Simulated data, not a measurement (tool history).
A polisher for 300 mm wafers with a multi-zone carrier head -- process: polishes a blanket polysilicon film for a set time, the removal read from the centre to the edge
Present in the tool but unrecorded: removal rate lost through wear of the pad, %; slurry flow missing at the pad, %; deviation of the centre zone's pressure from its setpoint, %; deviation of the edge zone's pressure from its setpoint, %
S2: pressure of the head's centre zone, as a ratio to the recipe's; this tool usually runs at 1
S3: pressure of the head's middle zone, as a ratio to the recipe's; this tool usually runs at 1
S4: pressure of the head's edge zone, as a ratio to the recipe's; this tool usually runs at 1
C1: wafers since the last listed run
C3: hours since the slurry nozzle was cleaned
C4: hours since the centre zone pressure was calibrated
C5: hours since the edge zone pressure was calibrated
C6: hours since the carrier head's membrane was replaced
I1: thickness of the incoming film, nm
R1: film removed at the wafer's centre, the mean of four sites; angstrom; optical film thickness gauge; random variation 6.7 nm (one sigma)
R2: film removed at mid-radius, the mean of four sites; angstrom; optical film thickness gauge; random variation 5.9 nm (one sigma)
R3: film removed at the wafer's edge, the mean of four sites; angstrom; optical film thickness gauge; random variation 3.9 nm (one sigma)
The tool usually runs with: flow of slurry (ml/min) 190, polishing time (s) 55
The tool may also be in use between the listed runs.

run 1 day=0 | flow_of_slurry_(ml/min)=190 S2=1 S3=1 S4=1 polishing_time_(s)=55 | C1=0 wafers_polished_on_this_pad=320 C3=300.1 C4=872.2 C5=1037.1 C6=1257.7 | I1=1934.7 | R1=5571 R2=5436 R3=5532
-- day=0.321 centre zone pressure recalibrated
run 2 day=0.633 | flow_of_slurry_(ml/min)=190 S2=1 S3=1 S4=1 polishing_time_(s)=55 | C1=99 wafers_polished_on_this_pad=420 C3=315.3 C4=7.5 C5=1052.3 C6=1272.9 | I1=1955.7 | R1=5484 R2=5344 R3=5530
run 3 day=0.892 | flow_of_slurry_(ml/min)=190 S2=0.97 S3=1 S4=1 polishing_time_(s)=68 | C1=46 wafers_polished_on_this_pad=467 C3=321.5 C4=13.7 C5=1058.5 C6=1279.1 | I1=1933.4 | R1=6445 R2=6697 R3=6740
run 4 day=1.342 | flow_of_slurry_(ml/min)=190 S2=1 S3=1.05 S4=0.96 polishing_time_(s)=38 | C1=81 wafers_polished_on_this_pad=548 C3=332.3 C4=24.5 C5=1069.3 C6=1289.9 | I1=1974.5 | R1=3751 R2=3819 R3=3723
run 5 day=1.983 | flow_of_slurry_(ml/min)=190 S2=1 S3=1 S4=1 polishing_time_(s)=55 | C1=116 wafers_polished_on_this_pad=665 C3=347.7 C4=39.9 C5=1084.7 C6=1305.3 | I1=1942.1 | R1=5445 R2=5207 R3=5557
run 6 day=2.592 | flow_of_slurry_(ml/min)=215 S2=1 S3=1 S4=1.1 polishing_time_(s)=55 | C1=110 wafers_polished_on_this_pad=775 C3=362.3 C4=54.5 C5=1099.3 C6=1319.9 | I1=1918 | R1=5531 R2=5376 R3=5803
run 7 day=3.267 | flow_of_slurry_(ml/min)=190 S2=0.93 S3=0.9 S4=1 polishing_time_(s)=37 | C1=122 wafers_polished_on_this_pad=897 C3=378.5 C4=70.7 C5=1115.5 C6=1336.1 | I1=1933.7 | R1=3407 R2=3225 R3=3691
-- day=4.55 slurry nozzle cleaned
run 8 day=4.796 | flow_of_slurry_(ml/min)=190 S2=1 S3=1 S4=0.93 polishing_time_(s)=55 | C1=269 wafers_polished_on_this_pad=1167 C3=5.9 C4=107.4 C5=1152.2 C6=1372.8 | I1=1969.3 | R1=5785 R2=5740 R3=5545
run 9 day=5.088 | flow_of_slurry_(ml/min)=235 S2=1 S3=1 S4=1 polishing_time_(s)=55 | C1=52 wafers_polished_on_this_pad=1220 C3=12.9 C4=114.4 C5=1159.2 C6=1379.8 | I1=1949.7 | R1=5992 R2=5845 R3=5868
run 10 day=5.446 | flow_of_slurry_(ml/min)=190 S2=1 S3=1 S4=1 polishing_time_(s)=55 | C1=64 wafers_polished_on_this_pad=1285 C3=21.5 C4=123 C5=1167.8 C6=1388.4 | I1=1953.8 | R1=5763 R2=5633 R3=5737
-- day=5.667 worn pad replaced by a new one
-- day=5.954 edge zone pressure recalibrated
-- day=6.1 carrier head's membrane replaced by a new one
run 11 day=6.121 | flow_of_slurry_(ml/min)=190 S2=0.94 S3=1 S4=1 polishing_time_(s)=55 | C1=51 wafers_polished_on_this_pad=41 C3=37.7 C4=139.2 C5=4 C6=0.5 | I1=1982.3 | R1=5369 R2=5656 R3=5656
run 12 day=6.508 | flow_of_slurry_(ml/min)=190 S2=1.11 S3=1.09 S4=0.92 polishing_time_(s)=65 | C1=70 wafers_polished_on_this_pad=111 C3=47 C4=148.5 C5=13.3 C6=9.8 | I1=1951 | R1=7551 R2=7170 R3=6482
run 13 day=7.129 | flow_of_slurry_(ml/min)=155 S2=0.9 S3=1 S4=1 polishing_time_(s)=55 | C1=112 wafers_polished_on_this_pad=224 C3=61.9 C4=163.4 C5=28.2 C6=24.7 | I1=1939.2 | R1=5028 R2=5426 R3=5496
run 14 day=7.846 | flow_of_slurry_(ml/min)=190 S2=1 S3=1 S4=1 polishing_time_(s)=55 | C1=129 wafers_polished_on_this_pad=354 C3=79.1 C4=180.6 C5=45.4 C6=41.9 | I1=1951.5 | R1=5648 R2=5496 R3=5631
run 15 day=8.208 | flow_of_slurry_(ml/min)=190 S2=0.91 S3=1.11 S4=1 polishing_time_(s)=38 | C1=65 wafers_polished_on_this_pad=419 C3=87.8 C4=189.3 C5=54.1 C6=50.6 | I1=1964.2 | R1=3546 R2=4220 R3=3938
run 16 day=8.846 | flow_of_slurry_(ml/min)=155 S2=0.9 S3=1 S4=1 polishing_time_(s)=55 | C1=115 wafers_polished_on_this_pad=535 C3=103.1 C4=204.6 C5=69.4 C6=65.9 | I1=1924.1 | R1=4929 R2=5274 R3=5487
run 17 day=9.196 | flow_of_slurry_(ml/min)=170 S2=1 S3=1 S4=1 polishing_time_(s)=45 | C1=63 wafers_polished_on_this_pad=598 C3=111.5 C4=213 C5=77.8 C6=74.3 | I1=1930.6 | R1=4528 R2=4503 R3=4541
run 18 day=9.646 | flow_of_slurry_(ml/min)=190 S2=1 S3=1 S4=1 polishing_time_(s)=55 | C1=81 wafers_polished_on_this_pad=680 C3=122.3 C4=223.8 C5=88.6 C6=85.1 | I1=1972.5 | R1=5534 R2=5604 R3=5662
run 19 day=10.346 | flow_of_slurry_(ml/min)=190 S2=0.91 S3=1 S4=0.96 polishing_time_(s)=42 | C1=126 wafers_polished_on_this_pad=807 C3=139.1 C4=240.6 C5=105.4 C6=101.9 | I1=1955.2 | R1=3948 R2=4275 R3=4242
run 20 day=10.804 | flow_of_slurry_(ml/min)=190 S2=0.9 S3=1 S4=1 polishing_time_(s)=55 | C1=83 wafers_polished_on_this_pad=890 C3=150.1 C4=251.6 C5=116.4 C6=112.9 | I1=1946.8 | R1=5037 R2=5525 R3=5613
run 21 day=12 | flow_of_slurry_(ml/min)=190 S2=1 S3=1 S4=1 polishing_time_(s)=55 | C1=216 wafers_polished_on_this_pad=1107 C3=178.8 C4=280.3 C5=145.1 C6=141.6 | I1=1974.7 | R1=5640 R2=5581 R3=5647
run 22 day=12.45 | flow_of_slurry_(ml/min)=145 S2=1.04 S3=1 S4=1 polishing_time_(s)=55 | C1=81 wafers_polished_on_this_pad=1189 C3=189.6 C4=291.1 C5=155.9 C6=152.4 | I1=1965.6 | R1=5439 R2=5228 R3=5422

Here are 4 independent what-if runs from the current tool condition. What would each one return?
run A day=12.467 | flow_of_slurry_(ml/min)=190 S2=1 S3=1 S4=1 polishing_time_(s)=55 | C1=3 wafers_polished_on_this_pad=1192 C3=190 C4=291.5 C5=156.3 C6=152.8 | I1=1917 | R1=? R2=? R3=?
run B day=12.467 | flow_of_slurry_(ml/min)=190 S2=1 S3=1 S4=1.05 polishing_time_(s)=55 | C1=3 wafers_polished_on_this_pad=1192 C3=190 C4=291.5 C5=156.3 C6=152.8 | I1=1917 | R1=? R2=? R3=?
run C day=12.467 | flow_of_slurry_(ml/min)=190 S2=1.07 S3=1 S4=1 polishing_time_(s)=55 | C1=3 wafers_polished_on_this_pad=1192 C3=190 C4=291.5 C5=156.3 C6=152.8 | I1=1917 | R1=? R2=? R3=?
run D day=12.467 | flow_of_slurry_(ml/min)=205 S2=1 S3=0.88 S4=1 polishing_time_(s)=49 | C1=3 wafers_polished_on_this_pad=1192 C3=190 C4=291.5 C5=156.3 C6=152.8 | I1=1917 | R1=? R2=? R3=?

run=A R1=5519 R2=5534 R3=5594
run=B R1=5519 R2=5534 R3=5729
run=C R1=5908 R2=5532 R3=5594
run=D R1=4978 R2=4483 R3=5035
The same runs, with their run-to-run variation unchanged, on a tool lacking any hidden condition would have given:
run=A R1=5762 R2=5751 R3=5753
run=B R1=5762 R2=5750 R3=5892
run=C R1=6168 R2=5748 R3=5753
run=D R1=5183 R2=4648 R3=5170

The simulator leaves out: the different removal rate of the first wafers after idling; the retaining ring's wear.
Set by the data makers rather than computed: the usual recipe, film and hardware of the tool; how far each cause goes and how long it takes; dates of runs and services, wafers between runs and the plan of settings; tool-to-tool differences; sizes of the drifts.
